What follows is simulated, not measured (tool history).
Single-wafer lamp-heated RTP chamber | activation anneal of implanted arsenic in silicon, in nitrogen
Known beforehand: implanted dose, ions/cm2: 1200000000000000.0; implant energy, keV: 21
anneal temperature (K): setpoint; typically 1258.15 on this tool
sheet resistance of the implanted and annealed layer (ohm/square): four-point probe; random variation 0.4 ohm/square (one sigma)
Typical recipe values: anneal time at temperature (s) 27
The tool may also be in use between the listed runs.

run	hour	anneal temperature (K)	anneal time at temperature (s)	read-back reference wafer on the same gauge, sheet resistance	sheet resistance of the implanted and annealed layer (ohm/square)
1	0	1258.15	27	109.94	117.78
2	29.6	1258.15	27	109.96	117.42
3	57.5	1258.15	27	110.01	117.67
4	86.4	1258.15	27	110.08	117.5
5	120.9	1258.15	34	110	114.97
6	149.3	1258.15	34	110.01	114.63
7	170.2	1258.15	34	109.99	114.49
8	204.4	1258.15	27	110.03	116.74
9	236.4	1258.15	27	109.99	116.99
10	260.6	1232.15	11	109.98	138.12
11	273.3	1258.15	27	109.99	117.91
# hour 305.3: pyrometer window cleaned and pyrometer calibrated
12	305.8	1231.15	21	110	136.58
13	311	1258.15	37	109.95	117.49
# hour 322.3: gauge calibrated
14	340.3	1268.15	36	110	113.63
# hour 351.5: reflector plate cleaned
15	373	1235.15	16	110	136.48
16	396	1249.15	11	109.95	134.35
17	415.3	1232.15	11	109.97	141.01
18	427.8	1258.15	27	109.98	120.66
19	454.8	1232.15	12	109.99	139.97

Forecast each of these 5 alternatives for the next run:
A	455.2	1258.15	27	?	?
B	455.2	1274.15	27	?	?
C	455.2	1230.15	27	?	?
D	455.2	1277.15	27	?	?
E	455.2	1280.15	13	?	?

run	read-back reference wafer on the same gauge, sheet resistance	sheet resistance of the implanted and annealed layer (ohm/square)
A	110.01	119.68
B	110.01	114.03
C	110.01	131.03
D	110.01	113.05
E	110.01	120.47
Stripped of hidden state, with their random variation kept, the same runs would have yielded:
run	sheet resistance of the implanted and annealed layer (ohm/square)
A	121.66
B	115.8
C	133.34
D	114.77
E	122.16

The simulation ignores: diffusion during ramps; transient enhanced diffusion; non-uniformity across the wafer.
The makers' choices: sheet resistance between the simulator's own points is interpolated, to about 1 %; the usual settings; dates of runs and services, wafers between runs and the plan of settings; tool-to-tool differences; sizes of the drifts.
